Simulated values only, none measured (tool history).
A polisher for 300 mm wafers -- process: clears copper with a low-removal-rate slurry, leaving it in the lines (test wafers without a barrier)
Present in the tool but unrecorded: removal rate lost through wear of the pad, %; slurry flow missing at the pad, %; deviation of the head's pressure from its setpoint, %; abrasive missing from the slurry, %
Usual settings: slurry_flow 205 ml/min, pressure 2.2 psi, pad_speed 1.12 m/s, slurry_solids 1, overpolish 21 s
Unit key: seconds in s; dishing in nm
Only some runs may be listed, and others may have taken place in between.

run	day	slurry_flow	pressure	pad_speed	slurry_solids	overpolish	wafers since the last listed run	wafers polished on this pad	hours since the slurry nozzle was cleaned	hours since the head pressure was calibrated	hours since the slurry blender was calibrated	incoming thickness of the incoming film, nm	seconds	dishing
1	0	245	1.8	1.12	1	21	0	1729	163.2	317.4	302	179.9	69.2	34.9
2	3.154	245	1.8	1.12	1	21	666	2396	238.9	393.1	377.7	179.7	71	34.8
3	7.388	245	1.8	1.12	1	21	894	3290	340.5	494.7	479.3	181.4	71	35.6
4	10.921	205	2.2	1.12	1	21	746	4037	425.3	579.5	564.1	177	59	39
5	12.9	205	2.2	1.12	1	21	418	4456	472.8	627	611.6	180	58.7	40.6
6	15.633	205	2.2	1.12	1	21	577	5033	538.4	692.6	677.2	181	58.3	40.8
# day 16.879: slurry blender recalibrated
7	17.208	205	2.2	1.12	1	21	315	5349	576.2	730.4	7.9	179.7	58.6	40.8
# day 17.846: head pressure recalibrated
# day 20.638: worn pad replaced by a new one
8	21.575	205	2.2	1.12	1	21	870	198	681	89.5	112.7	180.6	57.1	40.5
9	24.925	205	2.2	1.12	1	14	708	906	761.4	169.9	193.1	181.9	61	29.1
10	28.675	205	2.7	1.12	1.25	21	792	1698	851.4	259.9	283.1	178.4	46.4	49.9
11	31.579	245	2.2	1.12	1.15	21	613	2312	921.1	329.6	352.8	179.3	54.4	41.5
# day 32.121: slurry nozzle cleaned
12	34.917	205	2.2	1.12	1	21	696	3009	67.1	409.7	432.9	178.2	58.3	40.4
13	38.975	205	2.2	1.12	1	21	857	3867	164.5	507.1	530.3	182.1	60.3	40.4
14	43.442	205	1.7	1.48	1	21	944	4811	271.7	614.3	637.5	182.6	57.9	40.1
15	47.612	205	2.2	1.12	1	21	881	5692	371.8	714.4	737.6	180.5	60.5	40.5
# day 47.992: head pressure recalibrated
# day 50.65: slurry blender recalibrated
16	51.629	205	2.2	1.12	0.8	21	813	6506	468.2	87.3	23.5	181.6	62.6	39.4
17	53.371	205	2.7	1.12	1.1	14	368	6874	510	129.1	65.3	177.4	47	35.8
# day 54.254: worn pad replaced by a new one
18	56.654	170	2.2	1.12	1	28	658	506	588.8	207.9	144.1	180.6	60.5	50.3
19	60.846	240	2.9	1.12	0.85	16	885	1392	689.4	308.5	244.7	182.5	44.9	40.4
20	62.95	150	2.2	1.12	0.8	29	444	1837	739.9	359	295.2	177	63.6	47
21	65.054	140	2.2	1.12	0.8	8	444	2282	790.4	409.5	345.7	178.1	66.7	15.7
22	67.817	230	2.2	1.12	1.15	33	583	2866	856.7	475.8	412	179.9	55.5	59.3

Run 23, settings as shown, results not yet in. Your forecast:
23	69.492	205	2.2	1.12	0.8	10	354	3220	896.9	516	452.2	177.3	?	?

Run 23 yielded seconds 62.3 s, dishing 20.4 nm.
With no hidden state in the tool, this same run would have given seconds 62.3 s, dishing 20.4 nm.
